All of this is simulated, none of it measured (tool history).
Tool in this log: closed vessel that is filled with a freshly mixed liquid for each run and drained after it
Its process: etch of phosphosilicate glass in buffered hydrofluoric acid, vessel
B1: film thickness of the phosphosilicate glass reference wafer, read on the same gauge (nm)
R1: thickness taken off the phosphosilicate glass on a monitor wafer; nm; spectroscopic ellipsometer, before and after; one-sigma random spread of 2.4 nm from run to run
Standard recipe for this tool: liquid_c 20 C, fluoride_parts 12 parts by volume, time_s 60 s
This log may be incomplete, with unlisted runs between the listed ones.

Run 1, day 0: usual settings but liquid_c 19 C, fluoride_parts 15 parts by volume; B1 70.04. Result: R1 180.57 nm.
Run 2, day 2.646: usual settings but liquid_c 17 C; B1 70.01. Result: R1 202.67 nm.
Run 3, day 7.4: usual settings but fluoride_parts 10 parts by volume; B1 70.05. Result: R1 288.32 nm.
Run 4, day 9.933: usual settings but time_s 40 s; B1 70.02. Result: R1 157.76 nm.
Run 5, day 13.788: usual settings but time_s 40 s; B1 70.01. Result: R1 158.22 nm.
Run 6, day 17.208: usual settings but time_s 40 s; B1 70. Result: R1 161.18 nm.
Run 7, day 19.492: usual settings but liquid_c 18.5 C, fluoride_parts 10 parts by volume; B1 70.03. Result: R1 262.28 nm.
Run 8, day 22.871: usual settings but liquid_c 18.5 C, fluoride_parts 10 parts by volume; B1 70. Result: R1 256.92 nm.
At day 23.517: thermometer replaced.
Run 9, day 27.492: usual settings; B1 69.97. Result: R1 228.56 nm.
Run 10, day 31.833: usual settings but liquid_c 17 C, fluoride_parts 14 parts by volume, time_s 50 s; B1 70. Result: R1 135.56 nm.
Run 11, day 33.688: usual settings but fluoride_parts 8.5 parts by volume; B1 70.05. Result: R1 305.01 nm.
Run 12, day 35.671: usual settings but fluoride_parts 10.5 parts by volume; B1 69.99. Result: R1 256.29 nm.
Run 13, day 37.2: usual settings but liquid_c 17.5 C; B1 69.99. Result: R1 194.17 nm.
At day 40.912: thermometer replaced, repeated, since the last time left the tool worse.
Run 14, day 41.008: usual settings but liquid_c 24 C, fluoride_parts 9.5 parts by volume, time_s 30 s; B1 69.99. Result: R1 195.3 nm.
At day 41.479: hydrofluoric acid flow meter replaced.
Run 15, day 43.417: usual settings but liquid_c 22.5 C; B1 69.97. Result: R1 289.29 nm.
At day 47.792: gauge calibrated.
Run 16, day 48.179: usual settings but liquid_c 22 C, fluoride_parts 15 parts by volume, time_s 35 s; B1 70. Result: R1 134.34 nm.
Run 17, day 50.188: usual settings but liquid_c 17 C, fluoride_parts 13.5 parts by volume, time_s 70 s; B1 70.04. Result: R1 220.37 nm.
Run 18, day 52.358: usual settings but liquid_c 22 C, fluoride_parts 9.5 parts by volume; B1 70.02. Result: R1 347.61 nm.
Run 19, day 56.383: usual settings but fluoride_parts 8.5 parts by volume, time_s 50 s; B1 70.02. Result: R1 282.35 nm.
Run 20, day 58.717: usual settings but fluoride_parts 9.5 parts by volume; B1 70.06. Result: R1 306.44 nm.
Run 21, day 62.817: usual settings but time_s 75 s; B1 70.01. Result: R1 309.03 nm.
Run 22, day 64.808: usual settings but fluoride_parts 8 parts by volume, time_s 80 s; B1 70. Result: R1 487.1 nm.
Run 23, day 68.367: usual settings but liquid_c 22.5 C; B1 69.99. Result: R1 287.15 nm.
Run 24, day 70.921: usual settings but liquid_c 22 C, fluoride_parts 9.5 parts by volume; B1 69.97. Result: R1 346.75 nm.
Run 25, day 75.283: usual settings but liquid_c 17 C, fluoride_parts 9.5 parts by volume, time_s 35 s; B1 69.99. Result: R1 151.04 nm.
Run 26, day 78.325: usual settings; B1 70. Result: R1 249.82 nm.
Run 27, day 82.817: usual settings but liquid_c 25 C, fluoride_parts 14 parts by volume; B1 69.95. Result: R1 281.27 nm.
Run 28, day 86.988: usual settings but liquid_c 21.5 C, fluoride_parts 10 parts by volume, time_s 80 s; B1 70.01. Result: R1 435.64 nm.
Run 29, day 88.821: usual settings but liquid_c 17 C, fluoride_parts 10.5 parts by volume, time_s 45 s; B1 70. Result: R1 177.18 nm.
Run 30, day 90.429: usual settings but liquid_c 17 C, fluoride_parts 7.5 parts by volume; B1 70.01. Result: R1 322.97 nm.
Run 31, day 92.842: usual settings; B1 70.03. Result: R1 245.42 nm.

How would selected steps in R1 from run to run divide? Give the signed amount a tool lacking its hidden state would still show from settings, what came in and random variation, and the signed amount left for the hidden state, including any gauge scatter that is not in both of the compared results.
Hidden state at play: liquid colder than its thermometer reads (K); hydrofluoric acid flow below the setpoint (%); gauge reads high (%).
Run 9 -> 10: liquid_c 20 -> 17, fluoride_parts 12 -> 14, time_s 60 -> 50. R1 -93 nm: hidden state +11.57, all else -104.57.
Run 10 -> 11: liquid_c 17 -> 20, fluoride_parts 14 -> 8.5, time_s 50 -> 60. R1 +169.45 nm: hidden state -23.1, all else +192.55.
Run 13 -> 14: liquid_c 17.5 -> 24, fluoride_parts 12 -> 9.5, time_s 60 -> 30, thermometer replaced, repeated, since the last time left the tool worse. R1 +1.13 nm: hidden state +26.3, all else -25.17.
Run 22 -> 23: liquid_c 20 -> 22.5, fluoride_parts 8 -> 12, time_s 80 -> 60. R1 -199.95 nm: hidden state +4.33, all else -204.28.
Run 24 -> 25: liquid_c 22 -> 17, time_s 60 -> 35. R1 -195.71 nm: hidden state +4.89, all else -200.6.
Run 28 -> 29: liquid_c 21.5 -> 17, fluoride_parts 10 -> 10.5, time_s 80 -> 45. R1 -258.46 nm: hidden state +9.57, all else -268.03.
